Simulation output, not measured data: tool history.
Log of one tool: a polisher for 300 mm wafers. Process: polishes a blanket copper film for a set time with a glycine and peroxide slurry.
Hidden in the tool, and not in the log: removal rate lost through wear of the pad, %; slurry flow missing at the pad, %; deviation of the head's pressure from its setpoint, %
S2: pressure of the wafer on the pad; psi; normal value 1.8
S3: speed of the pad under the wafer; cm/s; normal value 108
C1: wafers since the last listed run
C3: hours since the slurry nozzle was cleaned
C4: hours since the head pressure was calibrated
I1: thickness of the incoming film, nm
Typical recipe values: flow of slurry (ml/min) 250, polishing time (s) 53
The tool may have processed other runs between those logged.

Run 1, day 0: usual settings but S2 2 psi, polishing time (s) 45; C1 0; wafers polished on this pad 810; C3 14.1; C4 314.9; I1 1478.7. Result: film removed (nm) 179.9.
Run 2, day 1.375: usual settings but S2 2 psi, polishing time (s) 45; C1 372; wafers polished on this pad 1182; C3 47.1; C4 347.9; I1 1473.9. Result: film removed (nm) 178.8.
Run 3, day 2.488: usual settings but polishing time (s) 47; C1 301; wafers polished on this pad 1483; C3 73.8; C4 374.6; I1 1462.9. Result: film removed (nm) 175.3.
Run 4, day 5.408: usual settings but polishing time (s) 47; C1 790; wafers polished on this pad 2274; C3 143.9; C4 444.7; I1 1478.1. Result: film removed (nm) 175.4.
Run 5, day 7.292: usual settings; C1 509; wafers polished on this pad 2784; C3 189.1; C4 489.9; I1 1450.5. Result: film removed (nm) 192.3.
Run 6, day 8.325: usual settings; C1 279; wafers polished on this pad 3064; C3 213.9; C4 514.7; I1 1455.7. Result: film removed (nm) 195.9.
Run 7, day 10.962: usual settings but polishing time (s) 66; C1 714; wafers polished on this pad 3778; C3 277.2; C4 578; I1 1465. Result: film removed (nm) 244.6.
At day 11.692: head pressure recalibrated.
Run 8, day 12.729: usual settings but polishing time (s) 66; C1 455; wafers polished on this pad 4234; C3 319.6; C4 24.9; I1 1466.8. Result: film removed (nm) 241.4.
At day 14.142: worn pad replaced by a new one.
Run 9, day 15.2: usual settings but polishing time (s) 66; C1 623; wafers polished on this pad 286; C3 378.9; C4 84.2; I1 1473.9. Result: film removed (nm) 248.5.
Run 10, day 16.833: usual settings; C1 442; wafers polished on this pad 728; C3 418.1; C4 123.4; I1 1477.9. Result: film removed (nm) 197.8.
Run 11, day 17.862: usual settings; C1 278; wafers polished on this pad 1007; C3 442.8; C4 148.1; I1 1481.9. Result: film removed (nm) 199.7.
Run 12, day 19.521: usual settings; C1 449; wafers polished on this pad 1456; C3 482.6; C4 187.9; I1 1467.7. Result: film removed (nm) 197.5.
Run 13, day 26.621: usual settings but S2 1.6 psi, polishing time (s) 48; C1 1922; wafers polished on this pad 3378; C3 653; C4 358.3; I1 1463.9. Result: film removed (nm) 167.2.
Run 14, day 27.675: usual settings; C1 285; wafers polished on this pad 3664; C3 678.3; C4 383.6; I1 1462.3. Result: film removed (nm) 194.1.
At day 29.033: slurry nozzle cleaned.
At day 29.425: worn pad replaced by a new one.
Run 15, day 30.488: usual settings but S2 2.4 psi, S3 146 cm/s, polishing time (s) 35; C1 705; wafers polished on this pad 287; C3 34.9; C4 451.1; I1 1441.9. Result: film removed (nm) 197.5.
Run 16, day 33.054: usual settings but flow of slurry (ml/min) 210, S2 2.1 psi, S3 142 cm/s; C1 695; wafers polished on this pad 982; C3 96.5; C4 512.7; I1 1489.1. Result: film removed (nm) 258.2.
Run 17, day 35.275: usual settings but flow of slurry (ml/min) 215; C1 601; wafers polished on this pad 1584; C3 149.8; C4 566; I1 1442.9. Result: film removed (nm) 192.4.
Run 18, day 37.5: usual settings; C1 602; wafers polished on this pad 2186; C3 203.2; C4 619.4; I1 1475. Result: film removed (nm) 196.2.
Run 19, day 40.075: usual settings but flow of slurry (ml/min) 190, S2 1.5 psi; C1 697; wafers polished on this pad 2883; C3 265; C4 681.2; I1 1461. Result: film removed (nm) 170.5.
At day 41.554: head pressure recalibrated.
Run 20, day 42.117: usual settings but polishing time (s) 46; C1 530; wafers polished on this pad 3414; C3 314; C4 13.5; I1 1457.2. Result: film removed (nm) 169.1.
Run 21, day 43.467: usual settings but S2 1.3 psi, S3 144 cm/s; C1 365; wafers polished on this pad 3779; C3 346.4; C4 45.9; I1 1471.2. Result: film removed (nm) 191.1.
Run 22, day 44.662: usual settings but polishing time (s) 67; C1 323; wafers polished on this pad 4103; C3 375.1; C4 74.6; I1 1466.7. Result: film removed (nm) 249.3.
Run 23, day 46.379: usual settings but flow of slurry (ml/min) 290, S3 84 cm/s; C1 464; wafers polished on this pad 4568; C3 416.3; C4 115.8; I1 1441.6. Result: film removed (nm) 170.1.
At day 46.817: worn pad replaced by a new one.
Run 24, day 49.021: usual settings but polishing time (s) 39; C1 670; wafers polished on this pad 596; C3 479.7; C4 179.2; I1 1450.8. Result: film removed (nm) 145.
Run 25, day 50.342: usual settings but S2 2.3 psi, polishing time (s) 62; C1 357; wafers polished on this pad 954; C3 511.4; C4 210.9; I1 1452.4. Result: film removed (nm) 270.7.
Run 26, day 53.262: usual settings but S2 1.4 psi; C1 790; wafers polished on this pad 1745; C3 581.5; C4 281; I1 1439.1. Result: film removed (nm) 170.8.
Run 27, day 55.617: usual settings; C1 637; wafers polished on this pad 2382; C3 638; C4 337.5; I1 1435.5. Result: film removed (nm) 197.1.
Run 28, day 57.742: usual settings; C1 575; wafers polished on this pad 2958; C3 689; C4 388.5; I1 1449.2. Result: film removed (nm) 194.2.
Run 29, day 58.871: usual settings but flow of slurry (ml/min) 185, S2 2.2 psi, S3 138 cm/s, polishing time (s) 38; C1 305; wafers polished on this pad 3264; C3 716.1; C4 415.6; I1 1463.7. Result: film removed (nm) 181.2.
Run 30, day 60.854: usual settings but flow of slurry (ml/min) 280, S2 2.2 psi; C1 537; wafers polished on this pad 3801; C3 763.7; C4 463.2; I1 1460.2. Result: film removed (nm) 222.9.
Run 31, day 61.888: usual settings; C1 279; wafers polished on this pad 4081; C3 788.5; C4 488; I1 1480.3. Result: film removed (nm) 196.9.
At day 63.325: worn pad replaced by a new one.
At day 63.525: slurry nozzle cleaned.
Run 32, day 64.517: usual settings but flow of slurry (ml/min) 205; C1 655; wafers polished on this pad 311; C3 23.8; C4 551.1; I1 1452.6. Result: film removed (nm) 196.6.
Run 33, day 65.546: usual settings but flow of slurry (ml/min) 330, S3 96 cm/s, polishing time (s) 44; C1 278; wafers polished on this pad 590; C3 48.5; C4 575.8; I1 1450. Result: film removed (nm) 157.4.
Run 34, day 67.588: usual settings; C1 552; wafers polished on this pad 1142; C3 97.5; C4 624.8; I1 1472.6. Result: film removed (nm) 198.6.
Run 35, day 69.579: usual settings but flow of slurry (ml/min) 205; C1 539; wafers polished on this pad 1682; C3 145.3; C4 672.6; I1 1444.1. Result: film removed (nm) 191.5.
At day 69.662: head pressure recalibrated.
Run 36, day 73.675: usual settings but flow of slurry (ml/min) 285, S2 2.3 psi, S3 144 cm/s, polishing time (s) 38; C1 1086; wafers polished on this pad 2768; C3 243.6; C4 96.3; I1 1443.5. Result: film removed (nm) 203.8.

What if the next run were any one of these 5? Each begins from the tool's condition after run 36:
Run A, day 73.692: usual settings; C1 4; wafers polished on this pad 2773; C3 244; C4 96.7; I1 1472.3. Result: film removed (nm) ?.
Run B, day 73.692: usual settings but flow of slurry (ml/min) 340, S3 124 cm/s; C1 4; wafers polished on this pad 2773; C3 244; C4 96.7; I1 1472.3. Result: film removed (nm) ?.
Run C, day 73.692: usual settings but S2 1.6 psi, S3 138 cm/s; C1 4; wafers polished on this pad 2773; C3 244; C4 96.7; I1 1472.3. Result: film removed (nm) ?.
Run D, day 73.692: usual settings but flow of slurry (ml/min) 290, S2 2.1 psi; C1 4; wafers polished on this pad 2773; C3 244; C4 96.7; I1 1472.3. Result: film removed (nm) ?.
Run E, day 73.692: usual settings but flow of slurry (ml/min) 275, polishing time (s) 60; C1 4; wafers polished on this pad 2773; C3 244; C4 96.7; I1 1472.3. Result: film removed (nm) ?.

run  film removed (nm)
  A              192.7
  B              216.2
  C              210.1
  D              215.1
  E              220.1
Had the tool no hidden state, the same runs would have come out as:
run  film removed (nm)
  A                199
  B              223.2
  C                217
  D              222.2
  E              227.3

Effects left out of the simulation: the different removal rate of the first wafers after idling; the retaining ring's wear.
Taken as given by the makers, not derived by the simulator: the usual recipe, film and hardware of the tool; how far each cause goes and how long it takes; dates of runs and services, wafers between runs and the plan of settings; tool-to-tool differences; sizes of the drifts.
